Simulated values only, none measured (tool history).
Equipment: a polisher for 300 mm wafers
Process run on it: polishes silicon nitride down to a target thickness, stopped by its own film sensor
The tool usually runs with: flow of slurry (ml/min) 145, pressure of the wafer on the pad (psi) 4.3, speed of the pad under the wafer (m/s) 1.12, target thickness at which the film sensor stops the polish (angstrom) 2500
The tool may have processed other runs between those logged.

| run | day | flow of slurry (ml/min) | pressure of the wafer on the pad (psi) | speed of the pad under the wafer (m/s) | target thickness at which the film sensor stops the polish (angstrom) | incoming thickness of the incoming film, nm | time until the film sensor stopped the polish (s) |
|---|---|---|---|---|---|---|---|
| 1 | 0 | 145 | 5 | 1.3 | 2500 | 384 | 50 |
| 2 | 0.617 | 145 | 5 | 1.3 | 2500 | 389.2 | 51.6 |
| 3 | 1.271 | 145 | 4.3 | 1.12 | 2500 | 389.8 | 69.4 |
| 4 | 1.696 | 145 | 4.3 | 1.12 | 2500 | 387.8 | 69.6 |
| 5 | 2.375 | 145 | 4.3 | 1.12 | 2500 | 393.4 | 71.7 |
| 6 | 2.767 | 145 | 4.3 | 1.12 | 2500 | 393.7 | 69.6 |
| 7 | 3.483 | 145 | 4.3 | 1.12 | 2500 | 389 | 68.6 |
| 8 | 3.808 | 145 | 4.3 | 1.12 | 2500 | 388.9 | 69.7 |
| 9 | 4.533 | 145 | 4.3 | 1.12 | 2500 | 387 | 67.3 |
| 10 | 5.275 | 105 | 4.3 | 1.12 | 2500 | 394.2 | 74.4 |
| 11 | 5.775 | 105 | 4.3 | 1.12 | 2500 | 396.5 | 75 |
| 12 | 6.4 | 145 | 4.3 | 1.12 | 2500 | 385.8 | 66.8 |
| 13 | 6.917 | 145 | 4.3 | 1.12 | 2500 | 387.7 | 66.7 |
| 14 | 7.254 | 170 | 4.3 | 1.02 | 2500 | 385.4 | 70.1 |
| 15 | 7.783 | 105 | 4.3 | 1.12 | 2500 | 392.1 | 73.3 |
| 16 | 8.112 | 115 | 3.5 | 0.8 | 2260 | 388.1 | 130.1 |
| 17 | 8.588 | 125 | 4.3 | 1.24 | 2500 | 385.2 | 62.5 |
| 18 | 9.067 | 145 | 5 | 1.12 | 2500 | 389.2 | 60.6 |
| 19 | 9.779 | 115 | 5 | 1.12 | 2330 | 386.8 | 68.8 |
| 20 | 10.483 | 125 | 4.3 | 1.12 | 2650 | 391.9 | 65.1 |
| 21 | 11.017 | 125 | 4.3 | 1.24 | 2500 | 385.5 | 65.4 |
| 22 | 11.688 | 145 | 5.8 | 1.12 | 2800 | 394.1 | 42.8 |
| 23 | 12.071 | 145 | 4.3 | 1.48 | 2040 | 388.2 | 74.1 |
| 24 | 12.529 | 100 | 4.9 | 1.44 | 2800 | 386.8 | 39.4 |
| 25 | 13.617 | 145 | 4.3 | 1.12 | 2090 | 390.2 | 87 |
| 26 | 14.354 | 110 | 4.9 | 1.12 | 2500 | 397 | 64 |
| 27 | 14.904 | 165 | 3.9 | 1.12 | 2970 | 391.1 | 50.1 |
| 28 | 15.354 | 145 | 4.3 | 1.12 | 2500 | 397.1 | 70.4 |

Between the runs listed above, the log contained 6 entries, not reproduced here. Where in the sequence does each belong, and how does what the log doesn't record of the tool's condition differ from the listed run before to the listed run after?
Between runs 4 and 5: worn pad replaced by a new one (day 2.225)
  no difference in the tool's unlogged condition between these two runs
Between runs 10 and 11: head pressure recalibrated (day 5.375); worn pad replaced by a new one (day 5.754)
  no difference in the tool's unlogged condition between these two runs
Between runs 11 and 12: slurry nozzle cleaned (day 6.121)
  no difference in the tool's unlogged condition between these two runs
Between runs 19 and 20: worn pad replaced by a new one (day 10.017)
  no difference in the tool's unlogged condition between these two runs
Between runs 25 and 26: worn pad replaced by a new one (day 14.029)
  no difference in the tool's unlogged condition between these two runs

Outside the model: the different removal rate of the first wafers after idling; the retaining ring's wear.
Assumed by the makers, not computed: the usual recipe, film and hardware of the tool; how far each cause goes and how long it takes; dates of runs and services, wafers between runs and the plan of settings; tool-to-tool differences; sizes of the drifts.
